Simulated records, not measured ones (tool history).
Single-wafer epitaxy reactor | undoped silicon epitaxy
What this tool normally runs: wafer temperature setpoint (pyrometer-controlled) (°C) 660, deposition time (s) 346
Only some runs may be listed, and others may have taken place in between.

run	hour	wafer temperature setpoint (pyrometer-controlled) (°C)	deposition time (s)	read-back reference wafer on the same gauge, thickness_nm	mean film thickness on the monitor wafer (nm)
1	0.0	660	387	60.347	83.249
2	77.6	660	365	60.468	79.197
3	136.4	660	365	60.347	79.576
# hour 158.4: pyrometer calibrated
4	234.6	660	365	60.461	74.495
5	293.2	660	318	60.490	66.072
6	355.0	660	318	60.368	66.300
7	428.7	660	318	60.397	66.815
8	507.4	656	346	60.396	66.154
9	590.4	660	346	60.378	73.369
10	631.1	660	346	60.375	73.136
11	680.0	660	346	60.309	72.896
12	783.7	660	346	60.319	74.005
13	884.2	666	306	60.412	75.459
14	942.7	666	306	60.375	75.546
15	1041.1	666	306	60.370	75.657
16	1114.3	649	376	60.396	61.912
17	1200.5	669	327	60.345	86.708
18	1285.8	669	327	60.371	86.666
19	1385.1	657	346	60.362	68.697
20	1439.4	657	346	60.398	70.082
21	1490.0	657	346	60.352	69.496
# hour 1654.6: pyrometer calibrated
22	1680.1	660	346	60.448	78.079
23	1744.9	655	399	60.528	81.058
24	1803.3	675	305	60.318	98.292
25	1893.3	660	378	60.420	86.612
26	1971.1	652	320	60.405	61.080
27	2054.5	674	346	60.377	111.156
28	2096.9	646	384	60.366	64.725
# hour 2186.6: gauge calibrated
29	2203.9	653	414	60.349	82.125
30	2299.0	665	346	60.400	90.955
31	2374.7	660	365	60.494	86.137
32	2424.3	664	384	60.415	99.324
# hour 2520.2: pyrometer calibrated, repeated, since the last time left the tool worse
33	2526.0	670	372	60.493	95.438
34	2843.3	660	346	60.341	72.275
35	2890.1	674	385	60.334	112.128
36	2972.0	660	346	60.475	72.680
37	3070.8	660	346	60.349	73.159
38	3380.7	660	346	60.329	74.156
39	3449.1	660	346	60.335	74.132
40	3507.1	660	278	60.348	59.770
41	3610.2	673	310	60.484	90.008
42	3711.3	647	373	60.397	58.993
43	3768.6	660	403	60.357	86.709
# hour 3808.9: pyrometer calibrated
44	3836.7	653	374	60.522	65.518
45	3903.5	660	346	60.435	72.475
46	3952.5	660	346	60.418	72.356

Below, some changes in mean film thickness on the monitor wafer (nm) between adjacent runs. For each, the amount present without the hidden state too (settings, incoming material, random variation) and the amount remaining for the hidden state with gauge scatter not shared by both compared results:
The tool's hidden condition here consists of: wafer temperature above the value expected at the setpoint (K); gauge reads high (%).
Run 26 -> 27: wafer temperature setpoint (pyrometer-controlled) (°C) 652 -> 674, deposition time (s) 320 -> 346. mean film thickness on the monitor wafer (nm) +50.076: hidden state +5.474, all else +44.602.
Run 27 -> 28: wafer temperature setpoint (pyrometer-controlled) (°C) 674 -> 646, deposition time (s) 346 -> 384. mean film thickness on the monitor wafer (nm) -46.431: hidden state -4.563, all else -41.868.
Run 32 -> 33: wafer temperature setpoint (pyrometer-controlled) (°C) 664 -> 670, deposition time (s) 384 -> 372, pyrometer calibrated, repeated, since the last time left the tool worse. mean film thickness on the monitor wafer (nm) -3.886: hidden state -13.334, all else +9.448.
Run 34 -> 35: wafer temperature setpoint (pyrometer-controlled) (°C) 660 -> 674, deposition time (s) 346 -> 385. mean film thickness on the monitor wafer (nm) +39.853: hidden state +0.926, all else +38.927.
